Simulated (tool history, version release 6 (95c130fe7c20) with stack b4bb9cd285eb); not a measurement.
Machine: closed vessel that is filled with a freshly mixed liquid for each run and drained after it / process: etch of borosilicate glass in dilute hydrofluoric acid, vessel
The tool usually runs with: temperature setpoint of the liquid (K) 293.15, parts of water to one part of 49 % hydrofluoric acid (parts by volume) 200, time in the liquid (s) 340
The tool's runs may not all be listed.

run	hour	temperature setpoint of the liquid (K)	parts of water to one part of 49 % hydrofluoric acid (parts by volume)	time in the liquid (s)	wafers since the last listed run	hours since the thermometer was replaced	hours since the hydrofluoric acid flow meter was replaced	hours since the gauge calibration	read-back film thickness of the borosilicate glass reference wafer, read on the same gauge (nm)	thickness taken off the borosilicate glass on a monitor wafer (nm)
1	0	293.15	160	340	0	1313.9	310	23.4	150.03	64.68
2	45.6	295.15	200	340	3162	1359.5	355.6	69	149.98	53.34
3	150.2	295.15	200	340	7253	1464.1	460.2	173.6	149.97	54.35
4	193.9	295.15	200	340	3030	1507.8	503.9	217.3	150.02	54.44
5	241.2	293.15	200	340	3280	1555.1	551.2	264.6	150.01	50.42
6	285	293.15	200	340	3037	1598.9	595	308.4	149.99	50.43
7	352.3	293.15	200	340	4667	1666.2	662.3	375.7	150.02	49.92
# hour 407: hydrofluoric acid flow meter replaced, repeated, since the last time left the tool worse
8	454.1	293.15	200	340	6990	1768	47.1	477.5	150.01	44.97
9	496.1	293.15	200	340	2912	1810	89.1	519.5	150.01	44.5
10	555.4	290.15	145	340	4112	1869.3	148.4	578.8	150	57.84
11	634.5	290.15	145	340	5485	1948.4	227.5	657.9	150.03	58.61
12	730.8	293.15	200	340	6678	2044.7	323.8	754.2	149.97	45.03
# hour 777.7: thermometer replaced
13	837.1	290.15	155	285	7302	59.4	430.1	860.5	150.01	45.51
14	908.8	290.15	285	340	4972	131.1	501.8	932.2	150.01	26.29
15	984.6	291.65	150	515	5256	206.9	577.6	1008	150.01	90.88
16	1036.4	290.15	200	190	3592	258.7	629.4	1059.8	149.99	22.57
17	1137.2	293.15	200	340	6990	359.5	730.2	1160.6	150.03	46.22
18	1216.3	293.15	200	340	5485	438.6	809.3	1239.7	150	46.35
19	1284.8	295.65	200	525	4750	507.1	877.8	1308.2	150.02	78.63
20	1391.3	293.15	200	280	7385	613.6	984.3	1414.7	150.02	38.28
21	1484.5	293.15	135	460	6463	706.8	1077.5	1507.9	149.98	98.9
22	1553.9	290.15	200	340	4812	776.2	1146.9	1577.3	150.01	42.02
23	1597.8	296.15	110	515	3044	820.1	1190.8	1621.2	150	160.13
24	1641.2	293.15	200	340	3009	863.5	1234.2	1664.6	150	47.25
25	1697.4	294.65	295	215	3897	919.7	1290.4	1720.8	150.01	19.59
26	1739.7	293.15	200	450	2933	962	1332.7	1763.1	150	62.7
# hour 1754.1: hydrofluoric acid flow meter replaced
27	1809	293.15	200	340	4736	1031.3	54.9	1832.4	149.99	44.49
28	1890.5	293.15	200	475	5651	1112.8	136.4	1913.9	149.98	62.34
29	1985.5	293.15	240	455	6588	1207.8	231.4	2008.9	150	48.36
30	2078.6	293.15	200	340	6456	1300.9	324.5	2102	150.01	45.01
31	2119.8	296.15	175	165	2857	1342.1	365.7	2143.2	150.03	28.96
32	2166.4	293.15	100	415	3231	1388.7	412.3	2189.8	150	122.48
33	2243.8	293.15	200	440	5367	1466.1	489.7	2267.2	150.03	59.12

The same runs without the tool's hidden state, with the same run-to-run variation:
The hidden state here: liquid colder than its thermometer reads (K); hydrofluoric acid flow above the setpoint (%); gauge reads high (%).
run	thickness taken off the borosilicate glass on a monitor wafer (nm)
1	57.48
2	47.11
3	47.79
4	47.78
5	44.2
6	44.13
7	43.56
8	44.69
9	44.13
10	57.22
11	57.78
12	44.16
13	44.45
14	25.54
15	88.17
16	21.82
17	44.47
18	44.43
19	75.1
20	36.4
21	93.87
22	39.68
23	151.33
24	44.42
25	18.29
26	58.68
27	44
28	61.41
29	47.4
30	43.95
31	28.22
32	119.33
33	57.28
